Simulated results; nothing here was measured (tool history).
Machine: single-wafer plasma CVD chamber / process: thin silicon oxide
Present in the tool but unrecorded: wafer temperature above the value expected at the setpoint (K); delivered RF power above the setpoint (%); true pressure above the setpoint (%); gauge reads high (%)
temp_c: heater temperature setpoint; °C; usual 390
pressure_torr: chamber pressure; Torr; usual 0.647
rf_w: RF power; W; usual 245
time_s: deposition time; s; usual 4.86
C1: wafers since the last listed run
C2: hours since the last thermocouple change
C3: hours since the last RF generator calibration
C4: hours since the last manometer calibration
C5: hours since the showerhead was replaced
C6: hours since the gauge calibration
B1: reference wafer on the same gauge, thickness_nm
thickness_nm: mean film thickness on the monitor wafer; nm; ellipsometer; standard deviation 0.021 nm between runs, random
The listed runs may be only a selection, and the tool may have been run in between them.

run 1 hour=0 | temp_c=390 pressure_torr=0.522 rf_w=245 time_s=4.86 | C1=0 C2=825.7 C3=350.4 C4=1244.6 C5=6416.8 C6=1151 | B1=6.513 | thickness_nm=5.449
run 2 hour=66.2 | temp_c=390 pressure_torr=0.522 rf_w=245 time_s=4.86 | C1=1848 C2=891.9 C3=416.6 C4=1310.8 C5=6483 C6=1217.2 | B1=6.514 | thickness_nm=5.45
run 3 hour=104.8 | temp_c=390 pressure_torr=0.647 rf_w=245 time_s=4.86 | C1=1077 C2=930.5 C3=455.2 C4=1349.4 C5=6521.6 C6=1255.8 | B1=6.504 | thickness_nm=6.694
run 4 hour=141.2 | temp_c=390 pressure_torr=0.647 rf_w=245 time_s=4.86 | C1=1016 C2=966.9 C3=491.6 C4=1385.8 C5=6558 C6=1292.2 | B1=6.51 | thickness_nm=6.68
run 5 hour=175 | temp_c=390 pressure_torr=0.704 rf_w=205 time_s=4.86 | C1=943 C2=1000.7 C3=525.4 C4=1419.6 C5=6591.8 C6=1326 | B1=6.51 | thickness_nm=6.866
run 6 hour=259.3 | temp_c=390 pressure_torr=0.704 rf_w=205 time_s=4.86 | C1=2353 C2=1085 C3=609.7 C4=1503.9 C5=6676.1 C6=1410.3 | B1=6.508 | thickness_nm=6.824
run 7 hour=289.3 | temp_c=390 pressure_torr=0.647 rf_w=275 time_s=4.86 | C1=837 C2=1115 C3=639.7 C4=1533.9 C5=6706.1 C6=1440.3 | B1=6.512 | thickness_nm=6.885
-- hour=303.9 capacitance manometer re-zeroed and calibrated
run 8 hour=334.3 | temp_c=390 pressure_torr=0.647 rf_w=275 time_s=4.86 | C1=1033 C2=1160 C3=684.7 C4=30.4 C5=6751.1 C6=1485.3 | B1=6.508 | thickness_nm=6.885
run 9 hour=361 | temp_c=390 pressure_torr=0.647 rf_w=275 time_s=4.86 | C1=745 C2=1186.7 C3=711.4 C4=57.1 C5=6777.8 C6=1512 | B1=6.511 | thickness_nm=6.872
run 10 hour=406.5 | temp_c=390 pressure_torr=0.647 rf_w=245 time_s=4.86 | C1=1270 C2=1232.2 C3=756.9 C4=102.6 C5=6823.3 C6=1557.5 | B1=6.507 | thickness_nm=6.633
run 11 hour=467.5 | temp_c=390 pressure_torr=0.647 rf_w=245 time_s=4.86 | C1=1703 C2=1293.2 C3=817.9 C4=163.6 C5=6884.3 C6=1618.5 | B1=6.513 | thickness_nm=6.64
-- hour=482.8 showerhead replaced
run 12 hour=501.7 | temp_c=390 pressure_torr=0.647 rf_w=245 time_s=4.86 | C1=731 C2=1327.4 C3=852.1 C4=197.8 C5=18.9 C6=1652.7 | B1=6.509 | thickness_nm=6.624
-- hour=503.5 gauge calibrated
run 13 hour=552.9 | temp_c=390 pressure_torr=0.526 rf_w=230 time_s=4.86 | C1=1429 C2=1378.6 C3=903.3 C4=249 C5=70.1 C6=49.4 | B1=6.517 | thickness_nm=5.366
-- hour=569.3 RF generator calibrated
-- hour=573 thermocouple changed; heater temperature recalibrated
run 14 hour=605.3 | temp_c=390 pressure_torr=0.647 rf_w=245 time_s=4.86 | C1=1137 C2=32.3 C3=36 C4=301.4 C5=122.5 C6=101.8 | B1=6.508 | thickness_nm=6.667
run 15 hour=638.5 | temp_c=390 pressure_torr=0.647 rf_w=285 time_s=4.35 | C1=926 C2=65.5 C3=69.2 C4=334.6 C5=155.7 C6=135 | B1=6.511 | thickness_nm=6.217
run 16 hour=676.9 | temp_c=390 pressure_torr=0.647 rf_w=245 time_s=4.86 | C1=1072 C2=103.9 C3=107.6 C4=373 C5=194.1 C6=173.4 | B1=6.505 | thickness_nm=6.653
run 17 hour=715.2 | temp_c=390 pressure_torr=0.647 rf_w=245 time_s=5.62 | C1=1069 C2=142.2 C3=145.9 C4=411.3 C5=232.4 C6=211.7 | B1=6.515 | thickness_nm=7.748
run 18 hour=742.6 | temp_c=390 pressure_torr=0.647 rf_w=245 time_s=4.86 | C1=765 C2=169.6 C3=173.3 C4=438.7 C5=259.8 C6=239.1 | B1=6.511 | thickness_nm=6.668
run 19 hour=810 | temp_c=390 pressure_torr=0.647 rf_w=245 time_s=4.86 | C1=1881 C2=237 C3=240.7 C4=506.1 C5=327.2 C6=306.5 | B1=6.507 | thickness_nm=6.625
run 20 hour=878 | temp_c=390 pressure_torr=0.498 rf_w=245 time_s=5.74 | C1=1898 C2=305 C3=308.7 C4=574.1 C5=395.2 C6=374.5 | B1=6.51 | thickness_nm=6.154
run 21 hour=922.6 | temp_c=400 pressure_torr=0.647 rf_w=200 time_s=4.86 | C1=1245 C2=349.6 C3=353.3 C4=618.7 C5=439.8 C6=419.1 | B1=6.51 | thickness_nm=6.253
run 22 hour=968.2 | temp_c=402 pressure_torr=0.647 rf_w=245 time_s=4.86 | C1=1273 C2=395.2 C3=398.9 C4=664.3 C5=485.4 C6=464.7 | B1=6.511 | thickness_nm=6.595
run 23 hour=1021.8 | temp_c=383 pressure_torr=0.551 rf_w=280 time_s=4.4 | C1=1496 C2=448.8 C3=452.5 C4=717.9 C5=539 C6=518.3 | B1=6.515 | thickness_nm=5.42
run 24 hour=1058.4 | temp_c=382 pressure_torr=0.647 rf_w=200 time_s=5.71 | C1=1021 C2=485.4 C3=489.1 C4=754.5 C5=575.6 C6=554.9 | B1=6.512 | thickness_nm=7.416
run 25 hour=1113.3 | temp_c=379 pressure_torr=0.647 rf_w=245 time_s=4.86 | C1=1532 C2=540.3 C3=544 C4=809.4 C5=630.5 C6=609.8 | B1=6.509 | thickness_nm=6.702
run 26 hour=1172.7 | temp_c=400 pressure_torr=0.647 rf_w=245 time_s=4.86 | C1=1658 C2=599.7 C3=603.4 C4=868.8 C5=689.9 C6=669.2 | B1=6.507 | thickness_nm=6.663
run 27 hour=1239.3 | temp_c=395 pressure_torr=0.647 rf_w=290 time_s=4.22 | C1=1859 C2=666.3 C3=670 C4=935.4 C5=756.5 C6=735.8 | B1=6.51 | thickness_nm=6.044
run 28 hour=1293.4 | temp_c=401 pressure_torr=0.785 rf_w=210 time_s=3.98 | C1=1510 C2=720.4 C3=724.1 C4=989.5 C5=810.6 C6=789.9 | B1=6.517 | thickness_nm=6.178

What if the next run were any one of these 5? Each begins from the tool's condition after run 28:
run A hour=1293.8 | temp_c=390 pressure_torr=0.647 rf_w=245 time_s=4.86 | C1=11 C2=720.8 C3=724.5 C4=989.9 C5=811 C6=790.3 | B1=? | thickness_nm=?
run B hour=1293.8 | temp_c=384 pressure_torr=0.488 rf_w=210 time_s=4.86 | C1=11 C2=720.8 C3=724.5 C4=989.9 C5=811 C6=790.3 | B1=? | thickness_nm=?
run C hour=1293.8 | temp_c=390 pressure_torr=0.495 rf_w=245 time_s=4.86 | C1=11 C2=720.8 C3=724.5 C4=989.9 C5=811 C6=790.3 | B1=? | thickness_nm=?
run D hour=1293.8 | temp_c=390 pressure_torr=0.647 rf_w=245 time_s=5.76 | C1=11 C2=720.8 C3=724.5 C4=989.9 C5=811 C6=790.3 | B1=? | thickness_nm=?
run E hour=1293.8 | temp_c=399 pressure_torr=0.647 rf_w=245 time_s=4.86 | C1=11 C2=720.8 C3=724.5 C4=989.9 C5=811 C6=790.3 | B1=? | thickness_nm=?

run=A B1=6.516 thickness_nm=6.656
run=B B1=6.516 thickness_nm=4.913
run=C B1=6.516 thickness_nm=5.183
run=D B1=6.516 thickness_nm=7.887
run=E B1=6.516 thickness_nm=6.622
Without the tool's unlogged condition, the same runs would have read:
run=A thickness_nm=6.656
run=B thickness_nm=4.913
run=C thickness_nm=5.183
run=D thickness_nm=7.887
run=E thickness_nm=6.622

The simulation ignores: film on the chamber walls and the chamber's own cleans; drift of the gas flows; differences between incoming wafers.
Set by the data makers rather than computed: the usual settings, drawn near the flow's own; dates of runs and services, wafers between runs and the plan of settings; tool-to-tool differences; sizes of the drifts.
